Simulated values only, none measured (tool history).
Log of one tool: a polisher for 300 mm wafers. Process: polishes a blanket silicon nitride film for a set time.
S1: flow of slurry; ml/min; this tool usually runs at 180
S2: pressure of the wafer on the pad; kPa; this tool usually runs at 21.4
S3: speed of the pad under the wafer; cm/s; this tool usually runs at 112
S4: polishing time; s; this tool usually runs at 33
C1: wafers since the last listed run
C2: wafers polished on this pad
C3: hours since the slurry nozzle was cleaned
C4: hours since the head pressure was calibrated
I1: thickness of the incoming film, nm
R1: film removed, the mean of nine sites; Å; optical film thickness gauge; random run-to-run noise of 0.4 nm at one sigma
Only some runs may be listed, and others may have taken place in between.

| run | hour | S1 | S2 | S3 | S4 | C1 | C2 | C3 | C4 | I1 | R1 |
|---|---|---|---|---|---|---|---|---|---|---|---|
| 1 | 0 | 180 | 21.4 | 112 | 33 | 0 | 5701 | 504.3 | 130 | 704.8 | 577 |
| 2 | 36.2 | 180 | 21.4 | 112 | 33 | 362 | 6063 | 540.5 | 166.2 | 693.3 | 584 |
|  | 104.6 | slurry nozzle cleaned |
|  | 115.5 | worn pad replaced by a new one |
| 3 | 134.1 | 180 | 21.4 | 112 | 33 | 929 | 186 | 29.5 | 264.1 | 692 | 579 |
| 4 | 191.6 | 180 | 21.4 | 112 | 33 | 575 | 761 | 87 | 321.6 | 697.8 | 566 |
| 5 | 293.1 | 180 | 21.4 | 112 | 33 | 1015 | 1777 | 188.5 | 423.1 | 706.8 | 560 |
| 6 | 341.3 | 180 | 21.4 | 112 | 33 | 482 | 2259 | 236.7 | 471.3 | 688.2 | 550 |
| 7 | 420.7 | 180 | 21.4 | 112 | 33 | 794 | 3054 | 316.1 | 550.7 | 704.5 | 557 |
| 8 | 464 | 180 | 21.4 | 112 | 33 | 433 | 3487 | 359.4 | 594 | 696.9 | 546 |
| 9 | 544.1 | 180 | 21.4 | 112 | 33 | 801 | 4289 | 439.5 | 674.1 | 695.8 | 552 |
| 10 | 585.9 | 180 | 21.4 | 112 | 33 | 418 | 4707 | 481.3 | 715.9 | 701.8 | 540 |
| 11 | 624.4 | 180 | 16.5 | 120 | 33 | 385 | 5093 | 519.8 | 754.4 | 684.7 | 430 |
| 12 | 700.8 | 180 | 16.5 | 120 | 33 | 764 | 5857 | 596.2 | 830.8 | 697.3 | 429 |
|  | 773.3 | head pressure recalibrated |
|  | 783.1 | worn pad replaced by a new one |
| 13 | 797.7 | 180 | 21.4 | 112 | 33 | 909 | 146 | 693.1 | 24.4 | 703.6 | 589 |
| 14 | 861.2 | 180 | 21.4 | 112 | 33 | 635 | 782 | 756.6 | 87.9 | 705.7 | 584 |
|  | 902.1 | slurry nozzle cleaned |
| 15 | 923.8 | 180 | 21.4 | 142 | 38 | 616 | 1398 | 21.7 | 150.5 | 695.1 | 757 |
| 16 | 1007.5 | 180 | 18.6 | 112 | 23 | 837 | 2236 | 105.4 | 234.2 | 698.4 | 351 |
| 17 | 1057.8 | 200 | 14.5 | 148 | 33 | 503 | 2739 | 155.7 | 284.5 | 712.2 | 452 |
| 18 | 1113.9 | 145 | 21.4 | 112 | 33 | 561 | 3300 | 211.8 | 340.6 | 697.9 | 553 |
| 19 | 1212.3 | 180 | 21.4 | 112 | 33 | 984 | 4285 | 310.2 | 439 | 703.5 | 560 |
| 20 | 1252 | 180 | 21.4 | 112 | 37 | 397 | 4683 | 349.9 | 478.7 | 690.9 | 629 |
| 21 | 1328.6 | 180 | 21.4 | 112 | 33 | 766 | 5449 | 426.5 | 555.3 | 699.3 | 560 |
|  | 1397.3 | worn pad replaced by a new one |
| 22 | 1420.9 | 180 | 21.4 | 112 | 33 | 883 | 235 | 518.8 | 647.6 | 700.9 | 545 |
| 23 | 1487.5 | 180 | 26.2 | 112 | 33 | 666 | 902 | 585.4 | 714.2 | 699.9 | 664 |
|  | 1516.4 | slurry nozzle cleaned |
| 24 | 1564.6 | 145 | 21.4 | 112 | 24 | 761 | 1663 | 48.2 | 791.3 | 699 | 383 |
| 25 | 1602.2 | 150 | 18.6 | 92 | 25 | 376 | 2040 | 85.8 | 828.9 | 702.5 | 309 |
|  | 1614.9 | head pressure recalibrated |
| 26 | 1784.2 | 180 | 17.2 | 112 | 33 | 1801 | 3841 | 267.8 | 169.3 | 707.9 | 463 |
| 27 | 1876.6 | 125 | 21.4 | 112 | 33 | 924 | 4766 | 360.2 | 261.7 | 698.2 | 529 |
| 28 | 1983.4 | 180 | 21.4 | 112 | 33 | 1068 | 5835 | 467 | 368.5 | 706.4 | 562 |
|  | 2084.2 | worn pad replaced by a new one |
| 29 | 2136 | 180 | 27.6 | 112 | 37 | 1487 | 518 | 619.6 | 521.1 | 698.8 | 798 |
| 30 | 2196.7 | 180 | 21.4 | 112 | 26 | 607 | 1126 | 680.3 | 581.8 | 697.3 | 432 |
| 31 | 2252.5 | 210 | 15.2 | 86 | 28 | 558 | 1684 | 736.1 | 637.6 | 711.9 | 293 |
|  | 2295.9 | slurry nozzle cleaned |
| 32 | 2296.4 | 180 | 21.4 | 112 | 33 | 429 | 2114 | 0.5 | 681.5 | 698.5 | 539 |
|  | 2371.2 | head pressure recalibrated |
| 33 | 2377.5 | 180 | 18.6 | 112 | 23 | 791 | 2905 | 81.6 | 6.3 | 697.2 | 355 |
| 34 | 2449.1 | 235 | 16.5 | 94 | 27 | 716 | 3622 | 153.2 | 77.9 | 692.9 | 349 |
| 35 | 2548.9 | 180 | 21.4 | 90 | 33 | 998 | 4620 | 253 | 177.7 | 687.6 | 515 |
| 36 | 2604.2 | 180 | 18.6 | 134 | 33 | 553 | 5174 | 308.3 | 233 | 694.4 | 542 |
| 37 | 2827.6 | 125 | 21.4 | 152 | 41 | 2235 | 7410 | 531.7 | 456.4 | 694.8 | 768 |

Each row is a separate what-if for the run after 37, all from the same tool condition, not one after another. Results?
| A | 2828 | 180 | 21.4 | 80 | 33 | 4 | 7414 | 532.1 | 456.8 | 697.6 | ? |
| B | 2828 | 180 | 15.2 | 112 | 33 | 4 | 7414 | 532.1 | 456.8 | 697.6 | ? |
| C | 2828 | 220 | 18.6 | 112 | 29 | 4 | 7414 | 532.1 | 456.8 | 697.6 | ? |
| D | 2828 | 195 | 26.9 | 112 | 36 | 4 | 7414 | 532.1 | 456.8 | 697.6 | ? |

| run | R1 |
|---|---|
| A | 468 |
| B | 394 |
| C | 437 |
| D | 771 |
Take away the tool's hidden state, keep each run's random variation, and the runs would have read:
| run | R1 |
|---|---|
| A | 494 |
| B | 415 |
| C | 461 |
| D | 813 |
